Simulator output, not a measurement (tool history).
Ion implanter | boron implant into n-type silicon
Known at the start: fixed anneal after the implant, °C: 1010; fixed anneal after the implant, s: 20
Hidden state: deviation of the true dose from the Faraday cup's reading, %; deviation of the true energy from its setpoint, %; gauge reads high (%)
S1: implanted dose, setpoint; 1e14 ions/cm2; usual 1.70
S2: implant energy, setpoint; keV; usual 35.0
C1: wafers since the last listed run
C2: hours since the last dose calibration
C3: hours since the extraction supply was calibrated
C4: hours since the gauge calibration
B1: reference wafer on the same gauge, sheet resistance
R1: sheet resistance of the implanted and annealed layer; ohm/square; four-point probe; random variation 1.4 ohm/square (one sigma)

| run | hour | S1 | S2 | C1 | C2 | C3 | C4 | B1 | R1 |
|---|---|---|---|---|---|---|---|---|---|
| 1 | 0.0 | 1.54 | 35.0 | 0 | 425.4 | 4408.9 | 44.2 | 480.88 | 556.33 |
| 2 | 9.6 | 1.54 | 35.0 | 139 | 435.0 | 4418.5 | 53.8 | 481.11 | 554.16 |
| 3 | 24.1 | 1.70 | 35.0 | 210 | 449.5 | 4433.0 | 68.3 | 480.90 | 514.78 |
| 4 | 34.4 | 1.70 | 35.0 | 149 | 459.8 | 4443.3 | 78.6 | 480.87 | 517.65 |
| 5 | 41.8 | 1.70 | 35.0 | 107 | 467.2 | 4450.7 | 86.0 | 481.30 | 516.81 |
|  | 55.6 | gauge calibrated |
| 6 | 59.8 | 1.70 | 42.5 | 260 | 485.2 | 4468.7 | 4.2 | 481.00 | 500.81 |
| 7 | 75.0 | 1.70 | 42.5 | 220 | 500.4 | 4483.9 | 19.4 | 481.00 | 502.86 |
|  | 95.7 | Faraday cup replaced and dose calibrated |
| 8 | 96.2 | 2.10 | 35.0 | 191 | 0.5 | 4505.1 | 40.6 | 480.96 | 409.09 |
| 9 | 99.9 | 1.70 | 35.0 | 53 | 4.2 | 4508.8 | 44.3 | 480.89 | 480.52 |
| 10 | 115.7 | 1.96 | 42.0 | 228 | 20.0 | 4524.6 | 60.1 | 480.86 | 422.79 |
|  | 127.6 | extraction supply calibrated |
| 11 | 128.1 | 1.51 | 35.0 | 63 | 32.4 | 0.5 | 72.5 | 481.14 | 523.99 |
|  | 137.6 | Faraday cup replaced and dose calibrated, repeated, since the last time left the tool worse |
| 12 | 138.1 | 2.15 | 28.0 | 28 | 0.5 | 10.5 | 82.5 | 480.87 | 431.86 |
| 13 | 141.9 | 1.23 | 26.5 | 55 | 4.3 | 14.3 | 86.3 | 480.91 | 670.93 |
|  | 147.3 | gauge calibrated |
| 14 | 155.4 | 1.24 | 35.0 | 195 | 17.8 | 27.8 | 8.1 | 480.99 | 634.49 |
| 15 | 165.5 | 2.03 | 29.0 | 146 | 27.9 | 37.9 | 18.2 | 481.43 | 452.83 |
| 16 | 178.1 | 1.54 | 35.0 | 182 | 40.5 | 50.5 | 30.8 | 480.97 | 543.50 |
| 17 | 189.9 | 1.70 | 35.0 | 170 | 52.3 | 62.3 | 42.6 | 481.32 | 502.91 |
| 18 | 201.7 | 1.97 | 35.0 | 170 | 64.1 | 74.1 | 54.4 | 481.25 | 453.34 |
| 19 | 208.4 | 2.18 | 39.5 | 97 | 70.8 | 80.8 | 61.1 | 480.96 | 414.34 |

Forecast each of these 5 alternatives for the next run:
| A | 208.8 | 1.70 | 35.0 | 5 | 71.2 | 81.2 | 61.5 | ? | ? |
| B | 208.8 | 2.02 | 46.0 | 5 | 71.2 | 81.2 | 61.5 | ? | ? |
| C | 208.8 | 1.52 | 24.0 | 5 | 71.2 | 81.2 | 61.5 | ? | ? |
| D | 208.8 | 2.04 | 45.0 | 5 | 71.2 | 81.2 | 61.5 | ? | ? |
| E | 208.8 | 2.12 | 30.0 | 5 | 71.2 | 81.2 | 61.5 | ? | ? |

| run | B1 | R1 |
|---|---|---|
| A | 480.96 | 508.14 |
| B | 480.96 | 429.46 |
| C | 480.96 | 586.03 |
| D | 480.96 | 427.75 |
| E | 480.96 | 438.91 |
Without the tool's hidden state the same runs would have given:
| run | R1 |
|---|---|
| A | 504.82 |
| B | 426.70 |
| C | 582.05 |
| D | 424.98 |
| E | 435.93 |

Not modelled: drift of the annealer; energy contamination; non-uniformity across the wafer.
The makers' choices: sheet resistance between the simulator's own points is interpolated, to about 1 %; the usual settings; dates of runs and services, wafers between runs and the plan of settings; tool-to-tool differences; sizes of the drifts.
